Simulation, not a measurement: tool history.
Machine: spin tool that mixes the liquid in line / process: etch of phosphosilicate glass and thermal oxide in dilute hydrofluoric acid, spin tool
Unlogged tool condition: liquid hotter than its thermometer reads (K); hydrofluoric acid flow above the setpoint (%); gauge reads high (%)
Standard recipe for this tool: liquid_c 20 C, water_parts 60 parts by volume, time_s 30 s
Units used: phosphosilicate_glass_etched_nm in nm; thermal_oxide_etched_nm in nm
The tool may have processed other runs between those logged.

run   hour  liquid_c  water_parts  time_s  wafers since the last listed run  hours since the thermometer was replaced  hours since the hydrofluoric acid flow meter was replaced  hours since the gauge calibration  read-back film thickness of the phosphosilicate glass reference wafer, read on the same gauge (nm)  read-back film thickness of the thermal oxide reference wafer, read on the same gauge (nm)  phosphosilicate_glass_etched_nm  thermal_oxide_etched_nm
  1      0        20           75      30                                 0                                     348.4                                                      883.4                              696.4                                                                                                 150                                                                                      29.989                            43.39                    1.729
  2   61.1        20           75      30                               936                                     409.5                                                      944.5                              757.5                                                                                              149.98                                                                                      29.998                            43.34                    1.756
  3  126.9        20           60      30                              1008                                     475.3                                                     1010.3                              823.3                                                                                              149.97                                                                                      30.003                            55.29                     2.18
  4  171.7        20           60      30                               686                                     520.1                                                     1055.1                              868.1                                                                                              150.01                                                                                      30.025                            55.43                    2.217
  5  203.8      21.5           60      30                               492                                     552.2                                                     1087.2                              900.2                                                                                              149.97                                                                                      29.987                            58.67                     2.42
  6    266      21.5           60      30                               953                                     614.4                                                     1149.4                              962.4                                                                                                 150                                                                                      30.006                             59.2                    2.464
     287.2  -- hydrofluoric acid flow meter replaced
  7  322.4        22           60      30                               849                                     670.8                                                       35.2                             1018.8                                                                                              150.02                                                                                      30.004                            62.57                    2.544
  8    387        24           45      45                               990                                     735.4                                                       99.8                             1083.4                                                                                              149.99                                                                                      30.016                           138.13                    5.671
  9  427.1        20           60      30                               614                                     775.5                                                      139.9                             1123.5                                                                                                 150                                                                                      30.007                            57.56                     2.37
 10  497.1        17           85      45                              1073                                     845.5                                                      209.9                             1193.5                                                                                              149.99                                                                                      30.003                             52.5                    2.096
 11  550.5        25           60      30                               818                                     898.9                                                      263.3                             1246.9                                                                                              150.01                                                                                      29.983                            71.27                    2.867
 12  595.5        20           60      30                               689                                     943.9                                                      308.3                             1291.9                                                                                                 150                                                                                      29.975                               58                    2.341
     625.7  -- gauge calibrated
     649.1  -- thermometer replaced
 13  665.8        17           60      50                              1062                                      16.7                                                      378.6                               40.1                                                                                              149.99                                                                                      30.015                            84.86                    3.438
     691.4  -- hydrofluoric acid flow meter replaced, repeated, since the last time left the tool worse
 14  717.5        20           80      25                               777                                      68.4                                                       26.1                               91.8                                                                                              150.01                                                                                      30.005                            32.85                    1.356
 15  765.2        20           60      30                               731                                     116.1                                                       73.8                              139.5                                                                                              150.04                                                                                      29.968                            53.72                     2.15
 16  794.5      21.5           75      20                               449                                     145.4                                                      103.1                              168.8                                                                                              150.01                                                                                      29.984                            29.95                    1.237
 17  835.2        24           60      30                               623                                     186.1                                                      143.8                              209.5                                                                                              149.98                                                                                      29.992                            63.82                    2.572
 18    873        22           70      15                               579                                     223.9                                                      181.6                              247.3                                                                                                 150                                                                                      30.007                            24.87                    0.997
 19  938.6        20           60      30                              1005                                     289.5                                                      247.2                              312.9                                                                                              149.99                                                                                       29.99                            53.91                    2.157

For run 20, what comes out?
 20  1110      22.5           85      15                              2627                                     460.9                                                      418.6                              484.3                                                                                                   ?                                                                                           ?                                ?                        ?

read-back film thickness of the phosphosilicate glass reference wafer, read on the same gauge (nm): 150
read-back film thickness of the thermal oxide reference wafer, read on the same gauge (nm): 29.991
phosphosilicate_glass_etched_nm: 20.67 nm
thermal_oxide_etched_nm: 0.827 nm
Take away the tool's hidden state, keep the run-to-run variation as it was, and the same run would have given phosphosilicate_glass_etched_nm 20.26 nm, thermal_oxide_etched_nm 0.81 nm.
